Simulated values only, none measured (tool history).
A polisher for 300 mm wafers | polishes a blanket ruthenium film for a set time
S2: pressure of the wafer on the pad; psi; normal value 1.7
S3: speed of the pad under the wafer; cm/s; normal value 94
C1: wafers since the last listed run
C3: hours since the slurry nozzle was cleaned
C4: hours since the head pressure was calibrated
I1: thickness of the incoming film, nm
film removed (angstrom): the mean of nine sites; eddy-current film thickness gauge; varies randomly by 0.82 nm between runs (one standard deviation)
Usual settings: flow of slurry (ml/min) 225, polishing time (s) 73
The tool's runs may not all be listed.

Run 1, hour 0: usual settings; C1 0; wafers polished on this pad 2466; C3 208; C4 260.4; I1 300.3. Result: film removed (angstrom) 678.
Run 2, hour 29.6: usual settings; C1 364; wafers polished on this pad 2830; C3 237.6; C4 290; I1 299.3. Result: film removed (angstrom) 660.
Run 3, hour 46.1: usual settings; C1 203; wafers polished on this pad 3034; C3 254.1; C4 306.5; I1 305.9. Result: film removed (angstrom) 653.
Run 4, hour 63.5: usual settings; C1 214; wafers polished on this pad 3248; C3 271.5; C4 323.9; I1 299.4. Result: film removed (angstrom) 649.
Run 5, hour 78.5: usual settings; C1 184; wafers polished on this pad 3433; C3 286.5; C4 338.9; I1 304.1. Result: film removed (angstrom) 630.
At hour 85.1: worn pad replaced by a new one.
Run 6, hour 108.7: usual settings; C1 322; wafers polished on this pad 291; C3 316.7; C4 369.1; I1 299.3. Result: film removed (angstrom) 741.
At hour 111.9: head pressure recalibrated.
Run 7, hour 140.6: usual settings; C1 368; wafers polished on this pad 659; C3 348.6; C4 28.7; I1 299.9. Result: film removed (angstrom) 757.
Run 8, hour 165.3: usual settings but S3 80 cm/s; C1 304; wafers polished on this pad 963; C3 373.3; C4 53.4; I1 303.8. Result: film removed (angstrom) 621.
Run 9, hour 192.3: usual settings but S3 80 cm/s; C1 332; wafers polished on this pad 1296; C3 400.3; C4 80.4; I1 302.1. Result: film removed (angstrom) 615.
Run 10, hour 212.3: usual settings; C1 246; wafers polished on this pad 1542; C3 420.3; C4 100.4; I1 299.1. Result: film removed (angstrom) 723.
Run 11, hour 229.7: usual settings; C1 214; wafers polished on this pad 1757; C3 437.7; C4 117.8; I1 294.8. Result: film removed (angstrom) 699.
Run 12, hour 265.3: usual settings; C1 438; wafers polished on this pad 2195; C3 473.3; C4 153.4; I1 305.1. Result: film removed (angstrom) 705.
Run 13, hour 278.4: usual settings; C1 161; wafers polished on this pad 2357; C3 486.4; C4 166.5; I1 297.5. Result: film removed (angstrom) 704.
Run 14, hour 298.5: usual settings but flow of slurry (ml/min) 205; C1 247; wafers polished on this pad 2604; C3 506.5; C4 186.6; I1 296.4. Result: film removed (angstrom) 684.
Run 15, hour 326.7: usual settings but S3 110 cm/s, polishing time (s) 92; C1 347; wafers polished on this pad 2952; C3 534.7; C4 214.8; I1 302.8. Result: film removed (angstrom) 972.
At hour 350.7: worn pad replaced by a new one.
Run 16, hour 352.8: usual settings but flow of slurry (ml/min) 175, polishing time (s) 82; C1 272; wafers polished on this pad 26; C3 560.8; C4 240.9; I1 301.1. Result: film removed (angstrom) 792.
Run 17, hour 382.1: usual settings; C1 360; wafers polished on this pad 387; C3 590.1; C4 270.2; I1 304.3. Result: film removed (angstrom) 724.
Run 18, hour 404.5: usual settings but S2 1.9 psi; C1 275; wafers polished on this pad 663; C3 612.5; C4 292.6; I1 300.6. Result: film removed (angstrom) 786.
Run 19, hour 419.7: usual settings but S2 1.5 psi; C1 187; wafers polished on this pad 850; C3 627.7; C4 307.8; I1 295.3. Result: film removed (angstrom) 649.
At hour 435.6: slurry nozzle cleaned.
Run 20, hour 452.7: usual settings; C1 394; wafers polished on this pad 1244; C3 17.1; C4 340.8; I1 300.2. Result: film removed (angstrom) 712.
Run 21, hour 468.6: usual settings; C1 195; wafers polished on this pad 1440; C3 33; C4 356.7; I1 297. Result: film removed (angstrom) 702.
Run 22, hour 498: usual settings but S2 1.5 psi, polishing time (s) 52; C1 362; wafers polished on this pad 1803; C3 62.4; C4 386.1; I1 305.6. Result: film removed (angstrom) 467.
At hour 511.5: head pressure recalibrated.
Run 23, hour 532.4: usual settings but flow of slurry (ml/min) 185, S3 110 cm/s, polishing time (s) 66; C1 399; wafers polished on this pad 2202; C3 96.8; C4 20.9; I1 303.8. Result: film removed (angstrom) 727.
Run 24, hour 564.9: usual settings but flow of slurry (ml/min) 280, polishing time (s) 63; C1 400; wafers polished on this pad 2602; C3 129.3; C4 53.4; I1 296.2. Result: film removed (angstrom) 587.
Run 25, hour 598.9: usual settings but polishing time (s) 56; C1 418; wafers polished on this pad 3021; C3 163.3; C4 87.4; I1 303.4. Result: film removed (angstrom) 493.
At hour 603.9: worn pad replaced by a new one.
Run 26, hour 669.7: usual settings; C1 823; wafers polished on this pad 810; C3 234.1; C4 158.2; I1 300.3. Result: film removed (angstrom) 739.
Run 27, hour 760: usual settings but flow of slurry (ml/min) 170, S2 1.1 psi, S3 70 cm/s, polishing time (s) 61; C1 1112; wafers polished on this pad 1923; C3 324.4; C4 248.5; I1 297.1. Result: film removed (angstrom) 316.
Run 28, hour 772.2: usual settings; C1 150; wafers polished on this pad 2073; C3 336.6; C4 260.7; I1 296.3. Result: film removed (angstrom) 711.
Run 29, hour 791.7: usual settings but S2 2 psi, polishing time (s) 58; C1 240; wafers polished on this pad 2313; C3 356.1; C4 280.2; I1 297.9. Result: film removed (angstrom) 632.
Run 30, hour 817.9: usual settings but flow of slurry (ml/min) 185, S2 1.5 psi; C1 322; wafers polished on this pad 2636; C3 382.3; C4 306.4; I1 296.7. Result: film removed (angstrom) 608.
Run 31, hour 851.6: usual settings but flow of slurry (ml/min) 160, S2 1.9 psi, S3 76 cm/s, polishing time (s) 93; C1 415; wafers polished on this pad 3051; C3 416; C4 340.1; I1 301. Result: film removed (angstrom) 718.
At hour 867.6: worn pad replaced by a new one.
Run 32, hour 873.2: usual settings but S2 2.3 psi, S3 110 cm/s, polishing time (s) 86; C1 216; wafers polished on this pad 69; C3 437.6; C4 361.7; I1 299.5. Result: film removed (angstrom) 1279.
At hour 890: head pressure recalibrated.
Run 33, hour 891.1: usual settings but S2 1.9 psi, S3 84 cm/s; C1 195; wafers polished on this pad 264; C3 455.5; C4 1.1; I1 300.9. Result: film removed (angstrom) 725.
Run 34, hour 912.2: usual settings but polishing time (s) 95; C1 259; wafers polished on this pad 524; C3 476.6; C4 22.2; I1 297.2. Result: film removed (angstrom) 958.
Run 35, hour 947.1: usual settings but polishing time (s) 53; C1 429; wafers polished on this pad 954; C3 511.5; C4 57.1; I1 301.7. Result: film removed (angstrom) 530.
Run 36, hour 974.9: usual settings but flow of slurry (ml/min) 180, S2 1.1 psi, S3 108 cm/s, polishing time (s) 51; C1 342; wafers polished on this pad 1297; C3 539.3; C4 84.9; I1 303.8. Result: film removed (angstrom) 409.
Run 37, hour 1001.5: usual settings but flow of slurry (ml/min) 150, S2 2.2 psi; C1 327; wafers polished on this pad 1625; C3 565.9; C4 111.5; I1 298.1. Result: film removed (angstrom) 852.
At hour 1021.9: slurry nozzle cleaned.
Run 38, hour 1023.1: usual settings but S2 1.3 psi, polishing time (s) 80; C1 253; wafers polished on this pad 1878; C3 1.2; C4 133.1; I1 299.4. Result: film removed (angstrom) 636.

3 options for the next run, each taken on its own from the tool as it stands now. Forecast them:
Run A, hour 1023.5: usual settings; C1 4; wafers polished on this pad 1883; C3 1.6; C4 133.5; I1 303.8. Result: film removed (angstrom) ?.
Run B, hour 1023.5: usual settings but flow of slurry (ml/min) 160, S3 64 cm/s; C1 4; wafers polished on this pad 1883; C3 1.6; C4 133.5; I1 303.8. Result: film removed (angstrom) ?.
Run C, hour 1023.5: usual settings but flow of slurry (ml/min) 180, S2 2 psi, S3 64 cm/s; C1 4; wafers polished on this pad 1883; C3 1.6; C4 133.5; I1 303.8. Result: film removed (angstrom) ?.

run  film removed (angstrom)
  A                      699
  B                      464
  C                      531
Had the tool no hidden state, the same runs would have come out as:
run  film removed (angstrom)
  A                      738
  B                      489
  C                      560
